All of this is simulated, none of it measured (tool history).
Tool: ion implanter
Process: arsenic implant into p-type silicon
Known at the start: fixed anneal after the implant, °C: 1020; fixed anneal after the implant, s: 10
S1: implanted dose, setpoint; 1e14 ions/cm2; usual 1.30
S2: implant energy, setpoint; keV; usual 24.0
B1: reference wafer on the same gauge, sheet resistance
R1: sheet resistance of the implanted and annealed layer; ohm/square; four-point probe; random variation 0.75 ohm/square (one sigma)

run   hour    S1    S2      B1      R1
  1    0.0  1.57  27.5  510.10  422.36
      14.1  -- gauge calibrated
  2   14.7  1.57  27.5  510.09  423.03
  3   25.1  1.30  21.0  509.93  506.70
  4   37.1  1.46  24.0  510.02  453.94
  5   52.9  1.46  24.0  510.05  454.38
  6   64.3  1.46  24.0  510.01  454.36
  7   72.8  1.30  24.0  509.99  492.67
  8   83.1  1.30  24.0  509.85  493.48
  9   98.5  1.30  24.0  509.90  494.18
 10  107.1  1.30  24.0  509.75  492.74
 11  122.7  1.30  24.0  510.01  492.67
 12  136.8  1.30  24.0  510.45  492.72
 13  143.2  1.30  17.5  510.18  517.93
 14  153.4  1.30  17.5  509.82  517.47
 15  169.3  1.30  24.0  509.98  490.39
 16  176.8  1.30  24.0  509.95  491.74
 17  194.3  1.30  24.0  510.02  490.51
     204.6  -- extraction supply calibrated
 18  211.3  1.30  24.0  509.94  491.66
 19  223.3  1.51  30.0  510.20  425.60
 20  234.3  1.30  24.0  510.15  490.13
 21  242.3  1.54  15.5  510.12  463.74
 22  249.7  1.62  26.5  509.98  411.94
 23  260.5  1.44  24.0  510.25  454.62
 24  276.9  1.30  24.0  510.34  489.74
     292.6  -- Faraday cup replaced and dose calibrated
 25  293.1  1.30  24.0  509.89  500.17
 26  300.8  1.08  16.5  510.12  605.37
 27  307.5  1.58  17.0  509.94  457.74
 28  321.0  1.50  30.5  510.45  433.52
 29  333.4  1.09  20.5  510.11  580.89
     336.3  -- gauge calibrated
 30  351.4  1.30  24.0  509.98  498.73
 31  361.2  1.30  24.0  509.93  500.50
 32  375.0  1.30  24.0  510.10  497.62
 33  388.8  1.30  22.0  509.82  506.15
 34  395.5  1.30  24.0  509.68  498.54
 35  410.4  1.43  19.5  509.80  482.23
 36  420.7  1.66  19.5  509.88  432.83

Forecast each of these 3 alternatives for the next run:
  A  421.1  0.96  24.0   ?   ?
  B  421.1  0.94  24.0   ?   ?
  C  421.1  0.92  20.0   ?   ?

run      B1      R1
  A  509.97  616.00
  B  509.97  624.95
  C  509.97  655.59
Without the tool's hidden state the same runs would have given:
run      R1
  A  616.59
  B  625.54
  C  656.22
